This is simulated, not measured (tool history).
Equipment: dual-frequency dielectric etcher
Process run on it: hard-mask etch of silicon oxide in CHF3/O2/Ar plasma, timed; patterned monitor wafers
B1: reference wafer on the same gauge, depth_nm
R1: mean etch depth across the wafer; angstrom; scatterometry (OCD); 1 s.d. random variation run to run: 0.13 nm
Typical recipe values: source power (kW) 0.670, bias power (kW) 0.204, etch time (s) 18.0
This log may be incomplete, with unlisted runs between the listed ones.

run 1 hour=0.0 | source_power_(kW)=0.780 bias_power_(kW)=0.204 etch_time_(s)=18.0 | B1=34.19 | R1=396.8
run 2 hour=32.3 | source_power_(kW)=0.780 bias_power_(kW)=0.204 etch_time_(s)=18.0 | B1=34.24 | R1=393.4
run 3 hour=61.1 | source_power_(kW)=0.670 bias_power_(kW)=0.204 etch_time_(s)=18.0 | B1=34.21 | R1=378.9
-- hour=152.0 wet clean of the chamber
run 4 hour=152.5 | source_power_(kW)=0.670 bias_power_(kW)=0.166 etch_time_(s)=18.0 | B1=34.19 | R1=356.9
run 5 hour=156.5 | source_power_(kW)=0.670 bias_power_(kW)=0.166 etch_time_(s)=18.0 | B1=34.25 | R1=353.3
run 6 hour=175.7 | source_power_(kW)=0.670 bias_power_(kW)=0.166 etch_time_(s)=18.0 | B1=34.23 | R1=355.8
-- hour=204.7 upper electrode replaced
-- hour=263.0 source power generator calibrated
run 7 hour=270.4 | source_power_(kW)=0.560 bias_power_(kW)=0.204 etch_time_(s)=15.0 | B1=34.20 | R1=303.4
run 8 hour=285.3 | source_power_(kW)=0.560 bias_power_(kW)=0.204 etch_time_(s)=15.0 | B1=34.19 | R1=301.0
run 9 hour=318.3 | source_power_(kW)=0.670 bias_power_(kW)=0.182 etch_time_(s)=18.0 | B1=34.18 | R1=364.6
run 10 hour=353.9 | source_power_(kW)=0.670 bias_power_(kW)=0.204 etch_time_(s)=18.0 | B1=34.21 | R1=379.8
run 11 hour=372.7 | source_power_(kW)=0.670 bias_power_(kW)=0.204 etch_time_(s)=18.0 | B1=34.19 | R1=378.4
run 12 hour=393.7 | source_power_(kW)=0.550 bias_power_(kW)=0.255 etch_time_(s)=20.0 | B1=34.23 | R1=434.2
run 13 hour=410.0 | source_power_(kW)=0.670 bias_power_(kW)=0.204 etch_time_(s)=22.0 | B1=34.21 | R1=462.7
run 14 hour=427.9 | source_power_(kW)=0.560 bias_power_(kW)=0.225 etch_time_(s)=18.0 | B1=34.21 | R1=374.1
-- hour=439.2 gauge calibrated
-- hour=444.1 bias power generator calibrated
run 15 hour=454.8 | source_power_(kW)=0.670 bias_power_(kW)=0.204 etch_time_(s)=18.0 | B1=34.20 | R1=374.9
run 16 hour=487.7 | source_power_(kW)=0.610 bias_power_(kW)=0.204 etch_time_(s)=18.0 | B1=34.25 | R1=366.7
run 17 hour=501.7 | source_power_(kW)=0.520 bias_power_(kW)=0.204 etch_time_(s)=14.0 | B1=34.17 | R1=271.2
-- hour=564.0 wet clean of the chamber
run 18 hour=582.4 | source_power_(kW)=0.670 bias_power_(kW)=0.236 etch_time_(s)=13.5 | B1=34.18 | R1=306.0
run 19 hour=616.6 | source_power_(kW)=0.840 bias_power_(kW)=0.252 etch_time_(s)=13.5 | B1=34.19 | R1=331.8
run 20 hour=630.6 | source_power_(kW)=0.670 bias_power_(kW)=0.182 etch_time_(s)=18.0 | B1=34.20 | R1=366.4
run 21 hour=660.6 | source_power_(kW)=0.800 bias_power_(kW)=0.254 etch_time_(s)=14.5 | B1=34.20 | R1=352.6
run 22 hour=674.4 | source_power_(kW)=0.510 bias_power_(kW)=0.156 etch_time_(s)=16.5 | B1=34.20 | R1=297.8
run 23 hour=782.2 | source_power_(kW)=0.670 bias_power_(kW)=0.204 etch_time_(s)=18.0 | B1=34.22 | R1=380.2
run 24 hour=813.2 | source_power_(kW)=0.550 bias_power_(kW)=0.255 etch_time_(s)=20.0 | B1=34.23 | R1=434.0
run 25 hour=839.7 | source_power_(kW)=0.670 bias_power_(kW)=0.156 etch_time_(s)=21.0 | B1=34.20 | R1=399.5
run 26 hour=864.0 | source_power_(kW)=0.800 bias_power_(kW)=0.204 etch_time_(s)=13.5 | B1=34.25 | R1=296.6
run 27 hour=890.0 | source_power_(kW)=0.670 bias_power_(kW)=0.166 etch_time_(s)=18.0 | B1=34.20 | R1=347.4
run 28 hour=914.8 | source_power_(kW)=0.730 bias_power_(kW)=0.204 etch_time_(s)=16.0 | B1=34.18 | R1=340.2
run 29 hour=943.4 | source_power_(kW)=0.670 bias_power_(kW)=0.189 etch_time_(s)=18.0 | B1=34.23 | R1=364.3

How would selected steps in R1 from run to run divide? Give the signed amount a tool lacking its hidden state would still show from settings, what came in and random variation, and the signed amount left for the hidden state, including any gauge scatter that is not in both of the compared results.
The tool's hidden condition here consists of: etch rate over this chamber's usual, %; source power that arrives over what is set, %; bias power that arrives over what is set, %; gauge reads high (%).
Run 3 -> 4: bias power (kW) 0.204 -> 0.166, wet clean of the chamber. R1 -22.0 angstrom: hidden state +8.1, all else -30.1.
Run 16 -> 17: source power (kW) 0.610 -> 0.520, etch time (s) 18.0 -> 14.0. R1 -95.5 angstrom: hidden state +2.6, all else -98.1.
Run 17 -> 18: source power (kW) 0.520 -> 0.670, bias power (kW) 0.204 -> 0.236, etch time (s) 14.0 -> 13.5, wet clean of the chamber. R1 +34.8 angstrom: hidden state +8.9, all else +25.9.
Run 25 -> 26: source power (kW) 0.670 -> 0.800, bias power (kW) 0.156 -> 0.204, etch time (s) 21.0 -> 13.5. R1 -102.9 angstrom: hidden state +1.5, all else -104.4.
